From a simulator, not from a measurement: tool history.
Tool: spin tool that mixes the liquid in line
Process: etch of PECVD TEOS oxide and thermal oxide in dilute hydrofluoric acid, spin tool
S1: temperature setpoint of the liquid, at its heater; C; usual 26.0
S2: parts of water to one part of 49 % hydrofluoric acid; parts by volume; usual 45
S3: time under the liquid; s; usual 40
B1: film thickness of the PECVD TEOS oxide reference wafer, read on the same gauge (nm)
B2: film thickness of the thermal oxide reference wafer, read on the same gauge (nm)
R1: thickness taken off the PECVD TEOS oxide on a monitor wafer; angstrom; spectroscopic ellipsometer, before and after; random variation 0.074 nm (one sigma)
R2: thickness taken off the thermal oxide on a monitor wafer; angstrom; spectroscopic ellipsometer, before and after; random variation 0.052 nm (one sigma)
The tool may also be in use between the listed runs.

run   hour    S1  S2  S3      B1     B2     R1    R2
  1    0.0  26.0  45  40  150.00  30.01  115.0  48.6
  2   36.0  26.0  45  40  150.01  30.01  115.6  49.0
  3  124.6  29.5  45  40  150.00  30.03  131.8  55.9
  4  183.7  26.0  45  40  150.01  30.00  115.1  48.0
  5  244.0  26.0  45  40  149.98  30.01  114.6  47.7
  6  285.1  26.0  45  40  150.03  29.98  114.3  48.1
     288.9  -- thermometer replaced
  7  374.7  26.0  45  40  150.00  30.03  113.6  46.6

The next listed run, before its measurement:
     396.3  -- gauge calibrated
  8  425.3  27.5  45  40   ?   ?   ?   ?

{"run 8": {"B1": 150.01, "B2": 29.97, "R1": 120.2, "R2": 50.0}}
Without the tool's hidden state the same run would have given R1 135.3 angstrom, R2 56.2 angstrom.
